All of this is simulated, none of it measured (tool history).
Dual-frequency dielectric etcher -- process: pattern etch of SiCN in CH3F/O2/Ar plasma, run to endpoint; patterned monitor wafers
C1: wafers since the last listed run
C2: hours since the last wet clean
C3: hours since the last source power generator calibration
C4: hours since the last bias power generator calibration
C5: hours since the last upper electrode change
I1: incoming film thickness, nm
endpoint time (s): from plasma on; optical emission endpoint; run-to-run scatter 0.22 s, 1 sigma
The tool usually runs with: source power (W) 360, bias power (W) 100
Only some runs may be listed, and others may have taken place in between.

{"run": 1, "hour": 0.0, "source power (W)": 360, "bias power (W)": 100, "C1": 0, "C2": 27.1, "C3": 2568.7, "C4": 4310.8, "C5": 4396.3, "I1": 11.01, "endpoint time (s)": 29.8}
{"run": 2, "hour": 69.5, "source power (W)": 360, "bias power (W)": 100, "C1": 923, "C2": 96.6, "C3": 2638.2, "C4": 4380.3, "C5": 4465.8, "I1": 11.12, "endpoint time (s)": 29.9}
{"run": 3, "hour": 152.7, "source power (W)": 360, "bias power (W)": 100, "C1": 1104, "C2": 179.8, "C3": 2721.4, "C4": 4463.5, "C5": 4549, "I1": 11.07, "endpoint time (s)": 29.6}
{"hour": 209.9, "done": "upper electrode replaced"}
{"run": 4, "hour": 248.9, "source power (W)": 330, "bias power (W)": 100, "C1": 958, "C2": 276, "C3": 2817.6, "C4": 4559.7, "C5": 39, "I1": 11.17, "endpoint time (s)": 30.6}
{"run": 5, "hour": 313.6, "source power (W)": 330, "bias power (W)": 100, "C1": 859, "C2": 340.7, "C3": 2882.3, "C4": 4624.4, "C5": 103.7, "I1": 11.11, "endpoint time (s)": 29.9}
{"run": 6, "hour": 372.9, "source power (W)": 360, "bias power (W)": 90, "C1": 787, "C2": 400, "C3": 2941.6, "C4": 4683.7, "C5": 163, "I1": 11.04, "endpoint time (s)": 30.8}
{"run": 7, "hour": 427.0, "source power (W)": 360, "bias power (W)": 100, "C1": 718, "C2": 454.1, "C3": 2995.7, "C4": 4737.8, "C5": 217.1, "I1": 11.1, "endpoint time (s)": 29}
{"run": 8, "hour": 476.4, "source power (W)": 400, "bias power (W)": 90, "C1": 656, "C2": 503.5, "C3": 3045.1, "C4": 4787.2, "C5": 266.5, "I1": 11.13, "endpoint time (s)": 29.6}
{"hour": 629.6, "done": "wet clean of the chamber"}
{"hour": 646.0, "done": "bias power generator calibrated"}
{"run": 9, "hour": 678.7, "source power (W)": 300, "bias power (W)": 116, "C1": 2314, "C2": 49.1, "C3": 3247.4, "C4": 32.7, "C5": 468.8, "I1": 11.15, "endpoint time (s)": 29.3}
{"run": 10, "hour": 767.6, "source power (W)": 300, "bias power (W)": 116, "C1": 1180, "C2": 138, "C3": 3336.3, "C4": 121.6, "C5": 557.7, "I1": 11.06, "endpoint time (s)": 28.8}
{"run": 11, "hour": 873.5, "source power (W)": 360, "bias power (W)": 121, "C1": 1406, "C2": 243.9, "C3": 3442.2, "C4": 227.5, "C5": 663.6, "I1": 11.09, "endpoint time (s)": 26.2}
{"hour": 912.0, "done": "source power generator calibrated"}
{"run": 12, "hour": 932.6, "source power (W)": 360, "bias power (W)": 100, "C1": 731, "C2": 303, "C3": 20.6, "C4": 286.6, "C5": 722.7, "I1": 11.13, "endpoint time (s)": 29.4}
{"run": 13, "hour": 970.0, "source power (W)": 400, "bias power (W)": 100, "C1": 496, "C2": 340.4, "C3": 58, "C4": 324, "C5": 760.1, "I1": 11.14, "endpoint time (s)": 28.2}
{"run": 14, "hour": 1053.0, "source power (W)": 360, "bias power (W)": 78, "C1": 1102, "C2": 423.4, "C3": 141, "C4": 407, "C5": 843.1, "I1": 11.19, "endpoint time (s)": 34.5}
{"run": 15, "hour": 1153.0, "source power (W)": 360, "bias power (W)": 100, "C1": 1328, "C2": 523.4, "C3": 241, "C4": 507, "C5": 943.1, "I1": 11.17, "endpoint time (s)": 28.9}
{"run": 16, "hour": 1230.0, "source power (W)": 360, "bias power (W)": 100, "C1": 1022, "C2": 600.4, "C3": 318, "C4": 584, "C5": 1020.1, "I1": 11.17, "endpoint time (s)": 29}
{"run": 17, "hour": 1309.3, "source power (W)": 300, "bias power (W)": 118, "C1": 1053, "C2": 679.7, "C3": 397.3, "C4": 663.3, "C5": 1099.4, "I1": 10.9, "endpoint time (s)": 27.5}
{"hour": 1336.3, "done": "wet clean of the chamber"}
{"run": 18, "hour": 1362.5, "source power (W)": 360, "bias power (W)": 100, "C1": 387, "C2": 26.2, "C3": 450.5, "C4": 716.5, "C5": 1152.6, "I1": 11.01, "endpoint time (s)": 29.2}
{"run": 19, "hour": 1418.2, "source power (W)": 320, "bias power (W)": 110, "C1": 739, "C2": 81.9, "C3": 506.2, "C4": 772.2, "C5": 1208.3, "I1": 11.11, "endpoint time (s)": 29.4}
{"run": 20, "hour": 1496.5, "source power (W)": 360, "bias power (W)": 89, "C1": 1039, "C2": 160.2, "C3": 584.5, "C4": 850.5, "C5": 1286.6, "I1": 11.02, "endpoint time (s)": 31.3}
{"run": 21, "hour": 1552.3, "source power (W)": 360, "bias power (W)": 100, "C1": 741, "C2": 216, "C3": 640.3, "C4": 906.3, "C5": 1342.4, "I1": 11.14, "endpoint time (s)": 29.2}
{"run": 22, "hour": 1651.8, "source power (W)": 410, "bias power (W)": 119, "C1": 1321, "C2": 315.5, "C3": 739.8, "C4": 1005.8, "C5": 1441.9, "I1": 11.1, "endpoint time (s)": 25.6}
{"run": 23, "hour": 1712.5, "source power (W)": 320, "bias power (W)": 100, "C1": 806, "C2": 376.2, "C3": 800.5, "C4": 1066.5, "C5": 1502.6, "I1": 11.13, "endpoint time (s)": 30.8}
{"run": 24, "hour": 1751.0, "source power (W)": 380, "bias power (W)": 109, "C1": 511, "C2": 414.7, "C3": 839, "C4": 1105, "C5": 1541.1, "I1": 11.19, "endpoint time (s)": 27.4}
{"run": 25, "hour": 1803.2, "source power (W)": 360, "bias power (W)": 107, "C1": 693, "C2": 466.9, "C3": 891.2, "C4": 1157.2, "C5": 1593.3, "I1": 11.34, "endpoint time (s)": 28.6}
{"run": 26, "hour": 1870.2, "source power (W)": 360, "bias power (W)": 100, "C1": 889, "C2": 533.9, "C3": 958.2, "C4": 1224.2, "C5": 1660.3, "I1": 11.04, "endpoint time (s)": 28.8}
{"run": 27, "hour": 1914.9, "source power (W)": 320, "bias power (W)": 107, "C1": 593, "C2": 578.6, "C3": 1002.9, "C4": 1268.9, "C5": 1705, "I1": 11.15, "endpoint time (s)": 29.2}
{"run": 28, "hour": 2020.2, "source power (W)": 360, "bias power (W)": 100, "C1": 1398, "C2": 683.9, "C3": 1108.2, "C4": 1374.2, "C5": 1810.3, "I1": 11.08, "endpoint time (s)": 28.4}
{"hour": 2045.3, "done": "wet clean of the chamber"}
{"run": 29, "hour": 2324.0, "source power (W)": 360, "bias power (W)": 117, "C1": 3715, "C2": 278.7, "C3": 1412, "C4": 1678, "C5": 2114.1, "I1": 11.14, "endpoint time (s)": 27}
{"run": 30, "hour": 2369.0, "source power (W)": 400, "bias power (W)": 86, "C1": 597, "C2": 323.7, "C3": 1457, "C4": 1723, "C5": 2159.1, "I1": 11.2, "endpoint time (s)": 30.9}

For run 31, what comes out?
{"run": 31, "hour": 2418.2, "source power (W)": 390, "bias power (W)": 86, "C1": 653, "C2": 372.9, "C3": 1506.2, "C4": 1772.2, "C5": 2208.3, "I1": 11.24, "endpoint time (s)": "?"}

Run 31 produced endpoint time (s) 30.9.
Minus the tool's unlogged condition, the same run would have read endpoint time (s) 31.4.
